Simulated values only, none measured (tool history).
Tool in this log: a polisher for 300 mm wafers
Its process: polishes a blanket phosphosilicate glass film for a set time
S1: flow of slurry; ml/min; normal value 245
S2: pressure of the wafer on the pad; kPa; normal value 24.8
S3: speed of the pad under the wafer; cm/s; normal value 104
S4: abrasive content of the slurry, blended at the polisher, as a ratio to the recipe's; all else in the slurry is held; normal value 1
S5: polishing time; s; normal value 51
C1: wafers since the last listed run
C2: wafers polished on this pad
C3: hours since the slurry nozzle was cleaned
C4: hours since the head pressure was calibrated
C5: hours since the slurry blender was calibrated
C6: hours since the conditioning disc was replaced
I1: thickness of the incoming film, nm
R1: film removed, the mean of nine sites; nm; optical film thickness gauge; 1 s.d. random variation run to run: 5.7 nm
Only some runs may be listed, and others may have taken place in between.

{"run": 1, "hour": 0.0, "S1": 245, "S2": 24.8, "S3": 104, "S4": 1, "S5": 51, "C1": 0, "C2": 1777, "C3": 171.5, "C4": 374.6, "C5": 311.5, "C6": 44.9, "I1": 3534.9, "R1": 445.6}
{"run": 2, "hour": 92.5, "S1": 245, "S2": 24.8, "S3": 104, "S4": 1.05, "S5": 51, "C1": 1282, "C2": 3060, "C3": 264, "C4": 467.1, "C5": 404, "C6": 137.4, "I1": 3541.7, "R1": 455.5}
{"hour": 117.0, "done": "slurry blender recalibrated"}
{"run": 3, "hour": 188.0, "S1": 245, "S2": 24.8, "S3": 104, "S4": 1, "S5": 51, "C1": 1296, "C2": 4357, "C3": 359.5, "C4": 562.6, "C5": 71, "C6": 232.9, "I1": 3555.9, "R1": 451.9}
{"hour": 203.1, "done": "worn pad replaced by a new one"}
{"run": 4, "hour": 265.0, "S1": 245, "S2": 24.8, "S3": 104, "S4": 1, "S5": 51, "C1": 1012, "C2": 858, "C3": 436.5, "C4": 639.6, "C5": 148, "C6": 309.9, "I1": 3437.5, "R1": 453}
{"hour": 274.1, "done": "conditioning disc replaced and pad reconditioned"}
{"run": 5, "hour": 314.8, "S1": 245, "S2": 24.8, "S3": 104, "S4": 1, "S5": 51, "C1": 662, "C2": 1521, "C3": 486.3, "C4": 689.4, "C5": 197.8, "C6": 40.7, "I1": 3562.7, "R1": 453.8}
{"hour": 326.3, "done": "slurry nozzle cleaned"}
{"run": 6, "hour": 399.5, "S1": 245, "S2": 24.8, "S3": 104, "S4": 1, "S5": 51, "C1": 1160, "C2": 2681, "C3": 73.2, "C4": 774.1, "C5": 282.5, "C6": 125.4, "I1": 3524.4, "R1": 461.7}
{"hour": 464.3, "done": "worn pad replaced by a new one"}
{"hour": 537.5, "done": "slurry blender recalibrated"}
{"run": 7, "hour": 538.0, "S1": 245, "S2": 24.8, "S3": 104, "S4": 1, "S5": 51, "C1": 1837, "C2": 994, "C3": 211.7, "C4": 912.6, "C5": 0.5, "C6": 263.9, "I1": 3472.1, "R1": 474}
{"run": 8, "hour": 600.9, "S1": 245, "S2": 24.8, "S3": 104, "S4": 1, "S5": 51, "C1": 872, "C2": 1867, "C3": 274.6, "C4": 975.5, "C5": 63.4, "C6": 326.8, "I1": 3478.6, "R1": 470.9}
{"hour": 618.7, "done": "conditioning disc replaced and pad reconditioned"}
{"run": 9, "hour": 666.3, "S1": 245, "S2": 24.8, "S3": 104, "S4": 1, "S5": 51, "C1": 879, "C2": 2746, "C3": 340, "C4": 1040.9, "C5": 128.8, "C6": 47.6, "I1": 3528.8, "R1": 481}
{"run": 10, "hour": 749.6, "S1": 245, "S2": 24.8, "S3": 104, "S4": 1, "S5": 51, "C1": 1155, "C2": 3901, "C3": 423.3, "C4": 1124.2, "C5": 212.1, "C6": 130.9, "I1": 3526.9, "R1": 483.1}
{"hour": 788.1, "done": "worn pad replaced by a new one"}
{"run": 11, "hour": 845.8, "S1": 205, "S2": 24.8, "S3": 114, "S4": 0.9, "S5": 51, "C1": 1278, "C2": 799, "C3": 519.5, "C4": 1220.4, "C5": 308.3, "C6": 227.1, "I1": 3561.8, "R1": 473.5}
{"hour": 876.2, "done": "slurry nozzle cleaned"}
{"hour": 883.3, "done": "conditioning disc replaced and pad reconditioned"}
{"hour": 906.9, "done": "slurry blender recalibrated"}
{"run": 12, "hour": 939.6, "S1": 310, "S2": 24.8, "S3": 130, "S4": 1.1, "S5": 45, "C1": 1231, "C2": 2031, "C3": 63.4, "C4": 1314.2, "C5": 32.7, "C6": 56.3, "I1": 3448.2, "R1": 525.9}
{"run": 13, "hour": 1010.7, "S1": 180, "S2": 18.6, "S3": 104, "S4": 1, "S5": 66, "C1": 986, "C2": 3017, "C3": 134.5, "C4": 1385.3, "C5": 103.8, "C6": 127.4, "I1": 3514, "R1": 468.8}
{"hour": 1095.7, "done": "worn pad replaced by a new one"}
{"run": 14, "hour": 1096.2, "S1": 245, "S2": 16.5, "S3": 104, "S4": 1, "S5": 51, "C1": 1130, "C2": 6, "C3": 220, "C4": 1470.8, "C5": 189.3, "C6": 212.9, "I1": 3530.9, "R1": 327}
{"hour": 1107.4, "done": "head pressure recalibrated"}
{"run": 15, "hour": 1184.3, "S1": 300, "S2": 18.6, "S3": 68, "S4": 0.9, "S5": 51, "C1": 1194, "C2": 1200, "C3": 308.1, "C4": 76.9, "C5": 277.4, "C6": 301, "I1": 3446.7, "R1": 250.5}
{"hour": 1215.3, "done": "conditioning disc replaced and pad reconditioned"}
{"run": 16, "hour": 1272.5, "S1": 245, "S2": 24.8, "S3": 104, "S4": 1, "S5": 46, "C1": 1195, "C2": 2396, "C3": 396.3, "C4": 165.1, "C5": 365.6, "C6": 57.2, "I1": 3493.2, "R1": 394.7}
{"run": 17, "hour": 1316.9, "S1": 245, "S2": 31.7, "S3": 104, "S4": 0.9, "S5": 66, "C1": 615, "C2": 3012, "C3": 440.7, "C4": 209.5, "C5": 410, "C6": 101.6, "I1": 3529, "R1": 685.5}
{"hour": 1320.9, "done": "slurry blender recalibrated"}
{"hour": 1335.6, "done": "slurry nozzle cleaned"}
{"run": 18, "hour": 1353.8, "S1": 245, "S2": 24.8, "S3": 104, "S4": 1, "S5": 51, "C1": 470, "C2": 3482, "C3": 18.2, "C4": 246.4, "C5": 32.9, "C6": 138.5, "I1": 3479.7, "R1": 434.8}
{"hour": 1428.6, "done": "worn pad replaced by a new one"}
{"run": 19, "hour": 1429.5, "S1": 320, "S2": 24.8, "S3": 120, "S4": 0.9, "S5": 33, "C1": 994, "C2": 12, "C3": 93.9, "C4": 322.1, "C5": 108.6, "C6": 214.2, "I1": 3502.2, "R1": 301.6}
{"run": 20, "hour": 1504.3, "S1": 245, "S2": 24.8, "S3": 104, "S4": 1, "S5": 51, "C1": 1037, "C2": 1049, "C3": 168.7, "C4": 396.9, "C5": 183.4, "C6": 289, "I1": 3506.6, "R1": 434.3}

4 options for the next run, each taken on its own from the tool as it stands now. Forecast them:
{"run": "A", "hour": 1504.7, "S1": 245, "S2": 24.8, "S3": 104, "S4": 1, "S5": 67, "C1": 5, "C2": 1055, "C3": 169.1, "C4": 397.3, "C5": 183.8, "C6": 289.4, "I1": 3532.9, "R1": "?"}
{"run": "B", "hour": 1504.7, "S1": 245, "S2": 18.6, "S3": 82, "S4": 1, "S5": 57, "C1": 5, "C2": 1055, "C3": 169.1, "C4": 397.3, "C5": 183.8, "C6": 289.4, "I1": 3532.9, "R1": "?"}
{"run": "C", "hour": 1504.7, "S1": 245, "S2": 16.5, "S3": 132, "S4": 1.25, "S5": 51, "C1": 5, "C2": 1055, "C3": 169.1, "C4": 397.3, "C5": 183.8, "C6": 289.4, "I1": 3532.9, "R1": "?"}
{"run": "D", "hour": 1504.7, "S1": 245, "S2": 24.8, "S3": 136, "S4": 1, "S5": 51, "C1": 5, "C2": 1055, "C3": 169.1, "C4": 397.3, "C5": 183.8, "C6": 289.4, "I1": 3532.9, "R1": "?"}

run=A R1=574.6
run=B R1=320.5
run=C R1=375.8
run=D R1=519
Stripped of hidden state, with their random variation kept, the same runs would have yielded:
run=A R1=573.1
run=B R1=319.8
run=C R1=374.9
run=D R1=517.7
